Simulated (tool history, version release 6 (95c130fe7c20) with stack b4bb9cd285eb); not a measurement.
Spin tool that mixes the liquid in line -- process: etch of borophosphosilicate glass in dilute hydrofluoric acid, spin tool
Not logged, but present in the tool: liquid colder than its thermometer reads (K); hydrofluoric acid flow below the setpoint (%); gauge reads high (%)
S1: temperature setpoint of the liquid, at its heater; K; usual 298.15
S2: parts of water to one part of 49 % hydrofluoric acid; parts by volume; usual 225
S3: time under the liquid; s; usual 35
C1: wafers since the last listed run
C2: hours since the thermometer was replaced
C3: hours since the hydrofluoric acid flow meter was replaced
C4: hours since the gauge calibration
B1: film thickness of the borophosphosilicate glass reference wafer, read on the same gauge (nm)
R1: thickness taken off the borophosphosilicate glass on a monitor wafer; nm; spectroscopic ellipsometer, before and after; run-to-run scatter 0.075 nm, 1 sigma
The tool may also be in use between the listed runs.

Run 1, hour 0.0: usual settings but S1 295.15 K, S3 40 s; C1 0; C2 1.2; C3 119.2; C4 1190.3; B1 61.02. Result: R1 9.27 nm.
Run 2, hour 93.9: usual settings but S1 296.65 K; C1 934; C2 95.1; C3 213.1; C4 1284.2; B1 61.16. Result: R1 8.54 nm.
Run 3, hour 168.8: usual settings but S1 296.15 K; C1 745; C2 170.0; C3 288.0; C4 1359.1; B1 61.27. Result: R1 8.58 nm.
Run 4, hour 239.4: usual settings but S1 296.15 K; C1 702; C2 240.6; C3 358.6; C4 1429.7; B1 61.39. Result: R1 8.41 nm.
Run 5, hour 284.6: usual settings but S1 296.15 K, S3 30 s; C1 449; C2 285.8; C3 403.8; C4 1474.9; B1 61.42. Result: R1 7.28 nm.
Run 6, hour 349.2: usual settings but S1 296.15 K, S3 30 s; C1 642; C2 350.4; C3 468.4; C4 1539.5; B1 61.53. Result: R1 7.28 nm.
At hour 439.3: hydrofluoric acid flow meter replaced.
Run 7, hour 443.5: usual settings but S2 140 parts by volume; C1 928; C2 444.7; C3 4.2; C4 1633.8; B1 61.67. Result: R1 16.15 nm.
Run 8, hour 517.1: usual settings but S2 140 parts by volume; C1 732; C2 518.3; C3 77.8; C4 1707.4; B1 61.80. Result: R1 16.17 nm.
Run 9, hour 592.3: usual settings; C1 748; C2 593.5; C3 153.0; C4 1782.6; B1 61.88. Result: R1 9.12 nm.
At hour 667.9: thermometer replaced.
Run 10, hour 678.7: usual settings; C1 849; C2 10.8; C3 239.4; C4 1869.0; B1 62.07. Result: R1 9.22 nm.
Run 11, hour 742.6: usual settings; C1 635; C2 74.7; C3 303.3; C4 1932.9; B1 62.19. Result: R1 9.13 nm.
Run 12, hour 818.7: usual settings but S2 305 parts by volume; C1 757; C2 150.8; C3 379.4; C4 2009.0; B1 62.34. Result: R1 6.28 nm.
Run 13, hour 886.2: usual settings but S1 295.15 K; C1 671; C2 218.3; C3 446.9; C4 2076.5; B1 62.49. Result: R1 8.31 nm.
Run 14, hour 978.9: usual settings but S3 20 s; C1 922; C2 311.0; C3 539.6; C4 2169.2; B1 62.68. Result: R1 5.30 nm.
Run 15, hour 1034.1: usual settings but S1 294.15 K, S2 145 parts by volume; C1 549; C2 366.2; C3 594.8; C4 2224.4; B1 62.79. Result: R1 13.64 nm.
At hour 1071.3: hydrofluoric acid flow meter replaced.
Run 16, hour 1101.6: usual settings but S3 30 s; C1 661; C2 433.7; C3 30.3; C4 2291.9; B1 62.95. Result: R1 8.08 nm.
At hour 1157.2: gauge calibrated.
Run 17, hour 1168.1: usual settings but S1 301.65 K, S2 290 parts by volume, S3 45 s; C1 661; C2 500.2; C3 96.8; C4 10.9; B1 59.78. Result: R1 9.27 nm.
At hour 1221.4: thermometer replaced.
Run 18, hour 1411.9: usual settings but S1 300.65 K, S2 190 parts by volume, S3 25 s; C1 2416; C2 190.5; C3 340.6; C4 254.7; B1 59.86. Result: R1 8.49 nm.
Run 19, hour 1717.0: usual settings but S1 302.15 K, S2 320 parts by volume, S3 45 s; C1 3036; C2 495.6; C3 645.7; C4 559.8; B1 59.94. Result: R1 8.23 nm.
At hour 1769.8: hydrofluoric acid flow meter replaced.
Run 20, hour 1772.9: usual settings but S1 302.65 K, S2 285 parts by volume, S3 55 s; C1 546; C2 551.5; C3 3.1; C4 615.7; B1 60.01. Result: R1 12.08 nm.
At hour 1848.3: thermometer replaced.
Run 21, hour 1852.7: usual settings but S1 300.65 K, S2 330 parts by volume, S3 40 s; C1 784; C2 4.4; C3 82.9; C4 695.5; B1 60.04. Result: R1 6.70 nm.
Run 22, hour 1919.2: usual settings but S1 295.15 K, S2 325 parts by volume, S3 25 s; C1 661; C2 70.9; C3 149.4; C4 762.0; B1 60.11. Result: R1 3.60 nm.
Run 23, hour 1968.0: usual settings but S3 40 s; C1 485; C2 119.7; C3 198.2; C4 810.8; B1 60.14. Result: R1 10.24 nm.
Run 24, hour 2023.6: usual settings; C1 553; C2 175.3; C3 253.8; C4 866.4; B1 60.18. Result: R1 8.99 nm.
Run 25, hour 2112.4: usual settings but S1 297.15 K; C1 883; C2 264.1; C3 342.6; C4 955.2; B1 60.27. Result: R1 8.59 nm.
Run 26, hour 2156.7: usual settings but S1 301.15 K, S2 285 parts by volume, S3 20 s; C1 440; C2 308.4; C3 386.9; C4 999.5; B1 60.28. Result: R1 4.29 nm.
Run 27, hour 2204.7: usual settings but S1 300.65 K, S2 125 parts by volume; C1 477; C2 356.4; C3 434.9; C4 1047.5; B1 60.37. Result: R1 20.03 nm.
Run 28, hour 2258.8: usual settings but S3 45 s; C1 538; C2 410.5; C3 489.0; C4 1101.6; B1 60.42. Result: R1 11.50 nm.
Run 29, hour 2313.6: usual settings; C1 545; C2 465.3; C3 543.8; C4 1156.4; B1 60.48. Result: R1 9.09 nm.
At hour 2338.3: hydrofluoric acid flow meter replaced.
Run 30, hour 2390.0: usual settings but S1 295.15 K; C1 750; C2 541.7; C3 51.7; C4 1232.8; B1 60.60. Result: R1 7.94 nm.

5 ways to go on from here, each from the tool as it stands after run 30. What would each give?
Run A, hour 2390.4: usual settings but S2 285 parts by volume; C1 3; C2 542.1; C3 52.1; C4 1233.2; B1 ?. Result: R1 ?.
Run B, hour 2390.4: usual settings but S2 300 parts by volume; C1 3; C2 542.1; C3 52.1; C4 1233.2; B1 ?. Result: R1 ?.
Run C, hour 2390.4: usual settings but S3 15 s; C1 3; C2 542.1; C3 52.1; C4 1233.2; B1 ?. Result: R1 ?.
Run D, hour 2390.4: usual settings but S1 301.65 K; C1 3; C2 542.1; C3 52.1; C4 1233.2; B1 ?. Result: R1 ?.
Run E, hour 2390.4: usual settings but S1 301.15 K, S2 150 parts by volume, S3 15 s; C1 3; C2 542.1; C3 52.1; C4 1233.2; B1 ?. Result: R1 ?.

run     B1     R1
  A  60.56   6.62
  B  60.56   6.19
  C  60.56   3.82
  D  60.56  10.09
  E  60.56   6.97
Without the tool's hidden state the same runs would have given:
run     R1
  A   6.56
  B   6.14
  C   3.79
  D  10.00
  E   6.91

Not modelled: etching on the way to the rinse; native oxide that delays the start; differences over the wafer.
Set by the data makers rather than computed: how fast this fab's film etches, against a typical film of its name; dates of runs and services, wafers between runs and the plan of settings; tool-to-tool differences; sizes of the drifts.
